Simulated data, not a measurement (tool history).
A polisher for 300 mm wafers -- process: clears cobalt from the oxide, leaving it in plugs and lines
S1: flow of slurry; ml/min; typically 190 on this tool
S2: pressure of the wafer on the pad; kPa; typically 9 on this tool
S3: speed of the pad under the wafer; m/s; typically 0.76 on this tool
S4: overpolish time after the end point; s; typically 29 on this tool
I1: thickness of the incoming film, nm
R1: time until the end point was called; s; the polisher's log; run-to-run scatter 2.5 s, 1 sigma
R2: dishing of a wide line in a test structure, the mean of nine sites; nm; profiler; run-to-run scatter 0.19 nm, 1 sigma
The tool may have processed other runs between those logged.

| run | day | S1 | S2 | S3 | S4 | I1 | R1 | R2 |
|---|---|---|---|---|---|---|---|---|
| 1 | 0 | 210 | 9 | 0.76 | 29 | 269.8 | 148.9 | 15.3 |
|  | 0.421 | worn pad replaced by a new one |
| 2 | 0.442 | 140 | 9 | 0.76 | 29 | 265.3 | 137.3 | 15.2 |
| 3 | 0.7 | 140 | 9 | 0.76 | 29 | 273.8 | 147.1 | 15.4 |
| 4 | 1.042 | 140 | 9 | 0.76 | 29 | 273.8 | 146.8 | 15.5 |
| 5 | 1.725 | 190 | 9 | 0.76 | 39 | 274.1 | 143.4 | 15.7 |
| 6 | 2.379 | 190 | 9 | 0.76 | 39 | 272.6 | 146.5 | 15.6 |
| 7 | 2.8 | 190 | 9 | 0.76 | 39 | 267.9 | 147.8 | 15.9 |
|  | 2.979 | worn pad replaced by a new one |
|  | 3.35 | slurry nozzle cleaned |
| 8 | 3.371 | 190 | 9 | 0.76 | 29 | 270.1 | 135 | 15.7 |
| 9 | 4.021 | 190 | 10.3 | 0.76 | 29 | 272 | 121.9 | 15.6 |
| 10 | 4.546 | 170 | 9 | 0.52 | 29 | 264.2 | 181.3 | 14.7 |
| 11 | 5.146 | 190 | 9 | 0.76 | 29 | 273.6 | 153 | 15.5 |
| 12 | 5.412 | 215 | 8.3 | 0.76 | 14 | 271.9 | 164.1 | 12.2 |
|  | 5.579 | worn pad replaced by a new one, of another model than before |
|  | 5.858 | head pressure recalibrated |
| 13 | 5.879 | 145 | 7.6 | 0.76 | 29 | 265.9 | 148.4 | 14.7 |
| 14 | 6.342 | 125 | 9 | 0.64 | 45 | 272.5 | 157.6 | 15.9 |
| 15 | 6.662 | 190 | 9 | 0.76 | 29 | 268.8 | 141.1 | 14.9 |
| 16 | 7.371 | 145 | 7.6 | 0.76 | 29 | 267.5 | 163.3 | 15 |
| 17 | 7.867 | 240 | 6.2 | 0.88 | 19 | 268 | 163.3 | 13.5 |

Here are 3 independent what-if runs from the current tool condition. What would each one return?
| A | 7.888 | 190 | 9 | 0.76 | 29 | 273.7 | ? | ? |
| B | 7.888 | 190 | 11 | 0.76 | 17 | 273.7 | ? | ? |
| C | 7.888 | 190 | 9 | 0.5 | 29 | 273.7 | ? | ? |

| run | R1 | R2 |
|---|---|---|
| A | 147.8 | 15 |
| B | 131.3 | 13.6 |
| C | 174.3 | 14.6 |
Had the tool no hidden state, the same runs would have come out as:
| run | R1 | R2 |
|---|---|---|
| A | 131.3 | 15.2 |
| B | 116.6 | 14.1 |
| C | 154.8 | 15 |
